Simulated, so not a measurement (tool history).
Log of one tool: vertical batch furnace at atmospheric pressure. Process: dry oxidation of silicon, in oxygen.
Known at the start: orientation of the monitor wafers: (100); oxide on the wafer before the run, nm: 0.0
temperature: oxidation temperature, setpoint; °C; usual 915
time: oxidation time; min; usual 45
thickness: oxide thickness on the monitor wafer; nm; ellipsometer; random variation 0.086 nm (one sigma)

run	hour	temperature	time	read-back reference wafer on the same gauge, thickness	thickness
1	0	934	45	17.37	19.19
2	46.2	934	45	17.42	19.21
3	108.4	915	59.5	17.39	19.19
4	146.4	907	55	17.43	16.82
5	227.7	907	55	17.4	16.89
6	294	907	55	17.38	16.65
7	356.4	915	45	17.46	15.96
8	428.5	915	45	17.39	15.84
9	507.6	915	45	17.42	16.04
10	560.5	915	45	17.41	15.94
# hour 595.9: thermocouples replaced and temperature profile calibrated
# hour 607.1: boat lift adjusted
11	624.1	915	45	17.43	15.29
12	710.5	915	45	17.4	15.31
13	780.4	915	45	17.38	15.2
14	869.6	915	45	17.4	15.47
15	934.8	915	45	17.39	15.37
16	1029.7	915	45	17.4	15.49
17	1122.6	904	58	17.39	16.56
18	1223.8	939	29	17.38	14.82
19	1295.7	939	26.5	17.39	13.85
20	1372.6	934	45	17.38	18.65
21	1476.9	894	33.5	17.35	10.34
22	1574.1	915	39	17.42	14.18
23	1613.3	904	58	17.38	16.76
24	1654.6	926	67.5	17.4	22.56
25	1715	915	34.5	17.41	13.18
26	1792.3	932	26	17.37	12.86
27	1874.7	915	45	17.4	15.74
28	1922.8	924	26.5	17.35	12.1
# hour 1951.3: gauge calibrated
29	2029.1	892	39	17.4	11.48
30	2211.7	924	30.5	17.43	13.29
31	2281.8	933	26	17.38	13.12
32	2356.3	931	62	17.4	22.91
33	2416.5	922	25	17.41	11.49
34	2470.7	915	45	17.45	15.85
35	2530.7	931	38	17.37	16.69
36	2619.9	899	45	17.41	13.61
37	2796.2	915	45	17.44	16.04
38	2861.7	915	45	17.39	15.91

Hidden state or all else? Some run-to-run changes of thickness, split into what the settings, what came in and random variation would give without the hidden state, and what is left for the hidden state (with any gauge scatter that isn't in both results):
The hidden state here: true tube temperature minus thermocouple reading, K; monitor wafer colder than the profiled boat position, K; gauge reads high (%).
Run 10 -> 11: thermocouples replaced and temperature profile calibrated, boat lift adjusted. thickness -0.65 nm: hidden state -0.71, all else +0.06.
Run 24 -> 25: temperature 926 -> 915, time 67.5 -> 34.5. thickness -9.38 nm: hidden state -0.3, all else -9.08.
Run 31 -> 32: temperature 933 -> 931, time 26 -> 62. thickness +9.79 nm: hidden state +0.4, all else +9.39.
Run 32 -> 33: temperature 931 -> 922, time 62 -> 25. thickness -11.42 nm: hidden state -0.53, all else -10.89.

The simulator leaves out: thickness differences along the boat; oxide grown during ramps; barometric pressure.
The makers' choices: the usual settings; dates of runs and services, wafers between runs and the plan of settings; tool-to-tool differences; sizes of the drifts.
